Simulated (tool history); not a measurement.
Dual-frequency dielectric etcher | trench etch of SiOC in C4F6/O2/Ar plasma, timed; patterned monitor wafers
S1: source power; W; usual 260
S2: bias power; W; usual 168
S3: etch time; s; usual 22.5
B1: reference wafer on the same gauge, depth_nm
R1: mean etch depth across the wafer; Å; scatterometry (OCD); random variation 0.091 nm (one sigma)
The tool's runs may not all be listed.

{"run": 1, "hour": 0.0, "S1": 250, "S2": 168, "S3": 18.5, "B1": 37.67, "R1": 333.7}
{"hour": 18.0, "done": "bias power generator calibrated"}
{"run": 2, "hour": 18.6, "S1": 250, "S2": 168, "S3": 18.5, "B1": 37.71, "R1": 333}
{"run": 3, "hour": 30.6, "S1": 260, "S2": 168, "S3": 22.5, "B1": 37.69, "R1": 412.7}
{"run": 4, "hour": 48.6, "S1": 260, "S2": 168, "S3": 22.5, "B1": 37.68, "R1": 414.4}
{"run": 5, "hour": 69.8, "S1": 260, "S2": 168, "S3": 17, "B1": 37.67, "R1": 312.2}
{"run": 6, "hour": 88.7, "S1": 260, "S2": 168, "S3": 17, "B1": 37.69, "R1": 311.6}
{"run": 7, "hour": 111.0, "S1": 260, "S2": 168, "S3": 22.5, "B1": 37.7, "R1": 412.7}
{"run": 8, "hour": 130.5, "S1": 260, "S2": 168, "S3": 22.5, "B1": 37.69, "R1": 413.3}
{"run": 9, "hour": 148.7, "S1": 260, "S2": 168, "S3": 22.5, "B1": 37.68, "R1": 413.2}
{"hour": 154.8, "done": "gauge calibrated"}
{"run": 10, "hour": 170.2, "S1": 310, "S2": 168, "S3": 20.5, "B1": 37.7, "R1": 415.6}
{"hour": 200.6, "done": "wet clean of the chamber"}
{"hour": 204.5, "done": "upper electrode replaced"}
{"run": 11, "hour": 205.0, "S1": 260, "S2": 200, "S3": 16.5, "B1": 37.69, "R1": 329.2}
{"run": 12, "hour": 224.6, "S1": 260, "S2": 168, "S3": 22.5, "B1": 37.69, "R1": 421.2}
{"hour": 239.7, "done": "source power generator calibrated"}
{"run": 13, "hour": 244.2, "S1": 260, "S2": 203, "S3": 22.5, "B1": 37.71, "R1": 449.7}
{"run": 14, "hour": 257.9, "S1": 260, "S2": 203, "S3": 22.5, "B1": 37.72, "R1": 448.9}
{"run": 15, "hour": 293.0, "S1": 200, "S2": 134, "S3": 22.5, "B1": 37.72, "R1": 323.9}
{"run": 16, "hour": 318.3, "S1": 260, "S2": 168, "S3": 22.5, "B1": 37.72, "R1": 419.8}
{"run": 17, "hour": 333.4, "S1": 260, "S2": 168, "S3": 25, "B1": 37.71, "R1": 464.2}
{"run": 18, "hour": 355.7, "S1": 260, "S2": 168, "S3": 22.5, "B1": 37.68, "R1": 419.8}
{"run": 19, "hour": 375.8, "S1": 230, "S2": 131, "S3": 18.5, "B1": 37.7, "R1": 291.3}
{"run": 20, "hour": 395.4, "S1": 220, "S2": 186, "S3": 29, "B1": 37.72, "R1": 502.2}
{"run": 21, "hour": 421.3, "S1": 220, "S2": 168, "S3": 22.5, "B1": 37.7, "R1": 375.2}
{"run": 22, "hour": 440.9, "S1": 280, "S2": 147, "S3": 19.5, "B1": 37.71, "R1": 362.8}
{"run": 23, "hour": 462.9, "S1": 260, "S2": 168, "S3": 22.5, "B1": 37.69, "R1": 417.3}
{"run": 24, "hour": 497.6, "S1": 260, "S2": 201, "S3": 28.5, "B1": 37.73, "R1": 561.6}
{"run": 25, "hour": 522.3, "S1": 220, "S2": 203, "S3": 22.5, "B1": 37.69, "R1": 399}
{"run": 26, "hour": 535.3, "S1": 280, "S2": 168, "S3": 22.5, "B1": 37.69, "R1": 435.5}
{"run": 27, "hour": 556.7, "S1": 260, "S2": 168, "S3": 22.5, "B1": 37.71, "R1": 414.2}
{"run": 28, "hour": 573.4, "S1": 260, "S2": 168, "S3": 22.5, "B1": 37.68, "R1": 413.8}
{"run": 29, "hour": 606.7, "S1": 260, "S2": 168, "S3": 22.5, "B1": 37.69, "R1": 412.8}

Some steps in R1 between neighbouring runs. How much of each would the tool show without its hidden state too (settings, what came in, random variation), and how much is left for the hidden state, with any gauge scatter that isn't in both results?
The hidden state here: etch rate over this chamber's usual, %; source power that arrives over what is set, %; bias power that arrives over what is set, %; gauge reads high (%).
Run 10 -> 11: S1 310 -> 260, S2 168 -> 200, S3 20.5 -> 16.5, wet clean of the chamber, upper electrode replaced. R1 -86.4 Å: hidden state +9.2, all else -95.6.
Run 19 -> 20: S1 230 -> 220, S2 131 -> 186, S3 18.5 -> 29. R1 +210.9 Å: hidden state -0.9, all else +211.8.
Run 23 -> 24: S2 168 -> 201, S3 22.5 -> 28.5. R1 +144.3 Å: hidden state -1.9, all else +146.2.
Run 24 -> 25: S1 260 -> 220, S2 201 -> 203, S3 28.5 -> 22.5. R1 -162.6 Å: hidden state +0.9, all else -163.5.
